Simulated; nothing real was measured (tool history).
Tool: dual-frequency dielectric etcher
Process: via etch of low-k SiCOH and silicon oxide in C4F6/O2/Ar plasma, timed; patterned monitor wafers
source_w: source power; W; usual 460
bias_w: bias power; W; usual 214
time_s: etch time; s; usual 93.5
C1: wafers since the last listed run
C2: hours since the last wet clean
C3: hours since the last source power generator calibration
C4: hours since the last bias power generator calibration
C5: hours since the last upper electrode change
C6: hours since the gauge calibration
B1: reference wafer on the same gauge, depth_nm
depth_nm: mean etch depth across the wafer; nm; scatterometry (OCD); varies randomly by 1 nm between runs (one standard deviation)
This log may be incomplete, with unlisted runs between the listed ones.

run 1 hour=0.0 | source_w=460 bias_w=214 time_s=93.5 | C1=0 C2=348.3 C3=2322.4 C4=3756.7 C5=2709.2 C6=36.2 | B1=290.4 | depth_nm=321.8
run 2 hour=34.1 | source_w=460 bias_w=214 time_s=93.5 | C1=329 C2=382.4 C3=2356.5 C4=3790.8 C5=2743.3 C6=70.3 | B1=290.6 | depth_nm=322.6
run 3 hour=49.7 | source_w=460 bias_w=214 time_s=93.5 | C1=150 C2=398.0 C3=2372.1 C4=3806.4 C5=2758.9 C6=85.9 | B1=290.6 | depth_nm=320.3
run 4 hour=84.3 | source_w=460 bias_w=214 time_s=93.5 | C1=334 C2=432.6 C3=2406.7 C4=3841.0 C5=2793.5 C6=120.5 | B1=291.0 | depth_nm=322.3
run 5 hour=100.5 | source_w=460 bias_w=214 time_s=93.5 | C1=156 C2=448.8 C3=2422.9 C4=3857.2 C5=2809.7 C6=136.7 | B1=291.2 | depth_nm=321.0
run 6 hour=119.5 | source_w=460 bias_w=214 time_s=93.5 | C1=183 C2=467.8 C3=2441.9 C4=3876.2 C5=2828.7 C6=155.7 | B1=291.3 | depth_nm=321.6
-- hour=147.3 wet clean of the chamber
run 7 hour=209.8 | source_w=460 bias_w=214 time_s=93.5 | C1=640 C2=62.5 C3=2532.2 C4=3966.5 C5=2919.0 C6=246.0 | B1=292.0 | depth_nm=323.2
run 8 hour=224.3 | source_w=460 bias_w=214 time_s=93.5 | C1=140 C2=77.0 C3=2546.7 C4=3981.0 C5=2933.5 C6=260.5 | B1=292.5 | depth_nm=321.2
-- hour=229.6 bias power generator calibrated
run 9 hour=241.3 | source_w=460 bias_w=214 time_s=93.5 | C1=125 C2=94.0 C3=2563.7 C4=11.7 C5=2950.5 C6=277.5 | B1=293.0 | depth_nm=323.6
-- hour=260.8 source power generator calibrated
run 10 hour=272.4 | source_w=460 bias_w=214 time_s=93.5 | C1=261 C2=125.1 C3=11.6 C4=42.8 C5=2981.6 C6=308.6 | B1=293.1 | depth_nm=323.5
run 11 hour=296.3 | source_w=460 bias_w=214 time_s=93.5 | C1=231 C2=149.0 C3=35.5 C4=66.7 C5=3005.5 C6=332.5 | B1=293.3 | depth_nm=323.5
-- hour=330.6 upper electrode replaced
run 12 hour=331.1 | source_w=460 bias_w=214 time_s=93.5 | C1=104 C2=183.8 C3=70.3 C4=101.5 C5=0.5 C6=367.3 | B1=293.6 | depth_nm=324.9
run 13 hour=341.0 | source_w=540 bias_w=255 time_s=106.5 | C1=95 C2=193.7 C3=80.2 C4=111.4 C5=10.4 C6=377.2 | B1=293.9 | depth_nm=413.0
-- hour=344.8 gauge calibrated
run 14 hour=361.2 | source_w=430 bias_w=169 time_s=93.5 | C1=195 C2=213.9 C3=100.4 C4=131.6 C5=30.6 C6=16.4 | B1=290.3 | depth_nm=298.2
run 15 hour=375.7 | source_w=380 bias_w=190 time_s=75.0 | C1=140 C2=228.4 C3=114.9 C4=146.1 C5=45.1 C6=30.9 | B1=290.3 | depth_nm=228.7
run 16 hour=411.6 | source_w=350 bias_w=197 time_s=115.5 | C1=347 C2=264.3 C3=150.8 C4=182.0 C5=81.0 C6=66.8 | B1=290.6 | depth_nm=338.1
run 17 hour=442.3 | source_w=460 bias_w=214 time_s=71.0 | C1=296 C2=295.0 C3=181.5 C4=212.7 C5=111.7 C6=97.5 | B1=291.8 | depth_nm=244.8
run 18 hour=461.2 | source_w=460 bias_w=250 time_s=93.5 | C1=182 C2=313.9 C3=200.4 C4=231.6 C5=130.6 C6=116.4 | B1=291.5 | depth_nm=332.9

What if the next run were any one of these 5? Each begins from the tool's condition after run 18:
run A hour=461.6 | source_w=460 bias_w=186 time_s=93.5 | C1=3 C2=314.3 C3=200.8 C4=232.0 C5=131.0 C6=116.8 | B1=? | depth_nm=?
run B hour=461.6 | source_w=400 bias_w=230 time_s=108.0 | C1=3 C2=314.3 C3=200.8 C4=232.0 C5=131.0 C6=116.8 | B1=? | depth_nm=?
run C hour=461.6 | source_w=460 bias_w=177 time_s=67.0 | C1=3 C2=314.3 C3=200.8 C4=232.0 C5=131.0 C6=116.8 | B1=? | depth_nm=?
run D hour=461.6 | source_w=460 bias_w=266 time_s=101.5 | C1=3 C2=314.3 C3=200.8 C4=232.0 C5=131.0 C6=116.8 | B1=? | depth_nm=?
run E hour=461.6 | source_w=520 bias_w=266 time_s=75.0 | C1=3 C2=314.3 C3=200.8 C4=232.0 C5=131.0 C6=116.8 | B1=? | depth_nm=?

run=A B1=291.8 depth_nm=312.6
run=B B1=291.8 depth_nm=351.3
run=C B1=291.8 depth_nm=222.0
run=D B1=291.8 depth_nm=365.1
run=E B1=291.8 depth_nm=286.1
Take away the tool's hidden state, keep each run's random variation, and the runs would have read:
run=A depth_nm=310.9
run=B depth_nm=349.3
run=C depth_nm=220.7
run=D depth_nm=363.0
run=E depth_nm=284.4
